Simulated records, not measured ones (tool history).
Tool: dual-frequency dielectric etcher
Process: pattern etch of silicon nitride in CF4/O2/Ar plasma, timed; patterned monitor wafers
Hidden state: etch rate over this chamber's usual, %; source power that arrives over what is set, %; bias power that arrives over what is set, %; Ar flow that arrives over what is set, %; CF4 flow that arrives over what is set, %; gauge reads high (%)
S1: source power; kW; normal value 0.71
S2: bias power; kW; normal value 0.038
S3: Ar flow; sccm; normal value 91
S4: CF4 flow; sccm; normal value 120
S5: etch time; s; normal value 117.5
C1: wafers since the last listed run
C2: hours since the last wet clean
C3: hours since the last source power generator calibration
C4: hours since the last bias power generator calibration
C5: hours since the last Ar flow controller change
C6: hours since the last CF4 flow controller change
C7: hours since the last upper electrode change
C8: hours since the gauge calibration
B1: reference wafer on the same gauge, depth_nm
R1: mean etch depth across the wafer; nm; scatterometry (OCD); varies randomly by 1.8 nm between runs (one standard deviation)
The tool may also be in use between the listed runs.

run 1 day=0 | S1=0.78 S2=0.032 S3=91 S4=95 S5=143.5 | C1=0 C2=333.4 C3=1530 C4=1888.4 C5=4696.1 C6=265.5 C7=2191.9 C8=568.2 | B1=350.1 | R1=366.2
-- day=2.275 Ar flow controller replaced
run 2 day=2.296 | S1=0.54 S2=0.031 S3=107 S4=120 S5=144 | C1=482 C2=388.5 C3=1585.1 C4=1943.5 C5=0.5 C6=320.6 C7=2247 C8=623.3 | B1=351.6 | R1=301.9
run 3 day=3.2 | S1=0.54 S2=0.031 S3=107 S4=120 S5=144 | C1=213 C2=410.2 C3=1606.8 C4=1965.2 C5=22.2 C6=342.3 C7=2268.7 C8=645 | B1=350.7 | R1=298.1
-- day=4.996 upper electrode replaced
run 4 day=5.017 | S1=0.71 S2=0.038 S3=91 S4=120 S5=139.5 | C1=192 C2=453.8 C3=1650.4 C4=2008.8 C5=65.8 C6=385.9 C7=0.5 C8=688.6 | B1=350.8 | R1=363.5
run 5 day=5.296 | S1=0.71 S2=0.043 S3=80 S4=120 S5=146.5 | C1=65 C2=460.5 C3=1657.1 C4=2015.5 C5=72.5 C6=392.6 C7=7.2 C8=695.3 | B1=351.2 | R1=398.4
run 6 day=7.488 | S1=0.71 S2=0.038 S3=79 S4=134 S5=117.5 | C1=516 C2=513.1 C3=1709.7 C4=2068.1 C5=125.1 C6=445.2 C7=59.8 C8=747.9 | B1=350.7 | R1=310.2
-- day=8.683 wet clean of the chamber
run 7 day=10.4 | S1=0.86 S2=0.038 S3=91 S4=131 S5=117.5 | C1=451 C2=41.2 C3=1779.6 C4=2138 C5=195 C6=515.1 C7=129.7 C8=817.8 | B1=351.7 | R1=345.3
-- day=10.675 bias power generator calibrated
run 8 day=11.875 | S1=0.71 S2=0.038 S3=91 S4=120 S5=117.5 | C1=308 C2=76.6 C3=1815 C4=28.8 C5=230.4 C6=550.5 C7=165.1 C8=853.2 | B1=351.4 | R1=304.6
run 9 day=14.675 | S1=0.71 S2=0.038 S3=91 S4=148 S5=102.5 | C1=660 C2=143.8 C3=1882.2 C4=96 C5=297.6 C6=617.7 C7=232.3 C8=920.4 | B1=351.6 | R1=274
run 10 day=16.892 | S1=0.78 S2=0.047 S3=91 S4=96 S5=117.5 | C1=522 C2=197 C3=1935.4 C4=149.2 C5=350.8 C6=670.9 C7=285.5 C8=973.6 | B1=351.1 | R1=340.5
run 11 day=18.992 | S1=0.71 S2=0.038 S3=80 S4=120 S5=117.5 | C1=495 C2=247.4 C3=1985.8 C4=199.6 C5=401.2 C6=721.3 C7=335.9 C8=1024 | B1=351.2 | R1=313.6
-- day=21.908 source power generator calibrated
run 12 day=22.767 | S1=0.71 S2=0.038 S3=91 S4=120 S5=117.5 | C1=850 C2=338 C3=20.6 C4=290.2 C5=491.8 C6=811.9 C7=426.5 C8=1114.6 | B1=350.6 | R1=300.2
run 13 day=23.771 | S1=0.71 S2=0.048 S3=104 S4=149 S5=130 | C1=236 C2=362.1 C3=44.7 C4=314.3 C5=515.9 C6=836 C7=450.6 C8=1138.7 | B1=351.6 | R1=358.1
run 14 day=25.05 | S1=0.61 S2=0.038 S3=91 S4=120 S5=98 | C1=301 C2=392.8 C3=75.4 C4=345 C5=546.6 C6=866.7 C7=481.3 C8=1169.4 | B1=351.8 | R1=229.2
run 15 day=27.092 | S1=0.71 S2=0.038 S3=91 S4=120 S5=117.5 | C1=481 C2=441.8 C3=124.4 C4=394 C5=595.6 C6=915.7 C7=530.3 C8=1218.4 | B1=351.1 | R1=300.5
-- day=28.112 wet clean of the chamber
run 16 day=28.825 | S1=0.57 S2=0.038 S3=91 S4=120 S5=117.5 | C1=172 C2=17.1 C3=166 C4=435.6 C5=637.2 C6=957.3 C7=571.9 C8=1260 | B1=351.4 | R1=264.4
run 17 day=30.312 | S1=0.54 S2=0.031 S3=107 S4=120 S5=144 | C1=350 C2=52.8 C3=201.7 C4=471.3 C5=672.9 C6=993 C7=607.6 C8=1295.7 | B1=350.8 | R1=294.2
run 18 day=31.617 | S1=0.71 S2=0.038 S3=91 S4=120 S5=117.5 | C1=307 C2=84.1 C3=233 C4=502.6 C5=704.2 C6=1024.3 C7=638.9 C8=1327 | B1=351.3 | R1=297.1
run 19 day=33.788 | S1=0.71 S2=0.038 S3=108 S4=120 S5=117.5 | C1=511 C2=136.2 C3=285.1 C4=554.7 C5=756.3 C6=1076.4 C7=691 C8=1379.1 | B1=351.4 | R1=294.7
run 20 day=34.908 | S1=0.87 S2=0.038 S3=91 S4=120 S5=86.5 | C1=264 C2=163.1 C3=312 C4=581.6 C5=783.2 C6=1103.3 C7=717.9 C8=1406 | B1=350.8 | R1=249.8
-- day=42.338 gauge calibrated
run 21 day=43.429 | S1=0.71 S2=0.038 S3=91 S4=102 S5=117.5 | C1=2009 C2=367.6 C3=516.5 C4=786.1 C5=987.7 C6=1307.8 C7=922.4 C8=26.2 | B1=351.3 | R1=296.9

Consider 4 possible next runs. They are alternatives, not a sequence: every one starts from the tool as it was left by run 21. What does each give?
run A day=43.446 | S1=0.71 S2=0.038 S3=91 S4=120 S5=134.5 | C1=3 C2=368 C3=516.9 C4=786.5 C5=988.1 C6=1308.2 C7=922.8 C8=26.6 | B1=? | R1=?
run B day=43.446 | S1=0.71 S2=0.038 S3=91 S4=120 S5=140.5 | C1=3 C2=368 C3=516.9 C4=786.5 C5=988.1 C6=1308.2 C7=922.8 C8=26.6 | B1=? | R1=?
run C day=43.446 | S1=0.53 S2=0.045 S3=91 S4=120 S5=117.5 | C1=3 C2=368 C3=516.9 C4=786.5 C5=988.1 C6=1308.2 C7=922.8 C8=26.6 | B1=? | R1=?
run D day=43.446 | S1=0.71 S2=0.038 S3=91 S4=120 S5=94 | C1=3 C2=368 C3=516.9 C4=786.5 C5=988.1 C6=1308.2 C7=922.8 C8=26.6 | B1=? | R1=?

run=A B1=350.3 R1=346.1
run=B B1=350.3 R1=361.6
run=C B1=350.3 R1=271.4
run=D B1=350.3 R1=241.9
Without the tool's unlogged condition, the same runs would have read:
run=A R1=344.1
run=B R1=359.4
run=C R1=269.8
run=D R1=240.5
